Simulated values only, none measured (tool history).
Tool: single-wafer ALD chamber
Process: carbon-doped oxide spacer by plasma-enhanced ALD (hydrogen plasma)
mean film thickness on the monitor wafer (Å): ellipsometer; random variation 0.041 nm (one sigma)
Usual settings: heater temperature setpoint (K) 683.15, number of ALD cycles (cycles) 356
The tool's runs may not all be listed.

run,hour,heater temperature setpoint (K),number of ALD cycles (cycles),wafers since the last listed run,hours since the last thermocouple change,hours since the gauge calibration,"read-back reference wafer on the same gauge, thickness_nm",mean film thickness on the monitor wafer (Å)
1,0,683.15,356,0,2408.6,501.3,14.584,162.91
2,57.9,683.15,356,53,2466.5,559.2,14.579,162.23
3,118.7,683.15,356,56,2527.3,620,14.566,162.65
4,160.2,695.15,356,38,2568.8,661.5,14.564,155.77
5,245.8,683.15,356,79,2654.4,747.1,14.552,162.5
6,347,683.15,356,93,2755.6,848.3,14.547,161.79
7,385.4,683.15,356,35,2794,886.7,14.519,162.44
8,461.5,683.15,356,70,2870.1,962.8,14.542,161.79
# hour 493.6: gauge calibrated
9,503.4,683.15,356,38,2912,9.8,14.801,164.98
# hour 570.7: thermocouple changed; heater temperature recalibrated
10,587.3,673.15,356,70,16.6,93.7,14.722,169.49
11,671.8,697.15,334,78,101.1,178.2,14.652,146.01
12,744.2,690.15,294,67,173.5,250.6,14.627,131.45
13,833.5,678.15,380,82,262.8,339.9,14.564,176.42
14,916,679.15,426,76,345.3,422.4,14.551,197.36
15,966.2,683.15,356,46,395.5,472.6,14.548,161.42

Forecast each of these 4 alternatives for the next run:
A,967.1,683.15,356,0,396.4,473.5,?,?
B,967.1,693.15,329,0,396.4,473.5,?,?
C,967.1,676.15,356,0,396.4,473.5,?,?
D,967.1,670.15,403,0,396.4,473.5,?,?

run,"read-back reference wafer on the same gauge, thickness_nm",mean film thickness on the monitor wafer (Å)
A,14.534,162.1
B,14.534,144.52
C,14.534,166.1
D,14.534,189.18
Without the tool's hidden state the same runs would have given:
run,mean film thickness on the monitor wafer (Å)
A,164.99
B,147.1
C,169.06
D,192.55
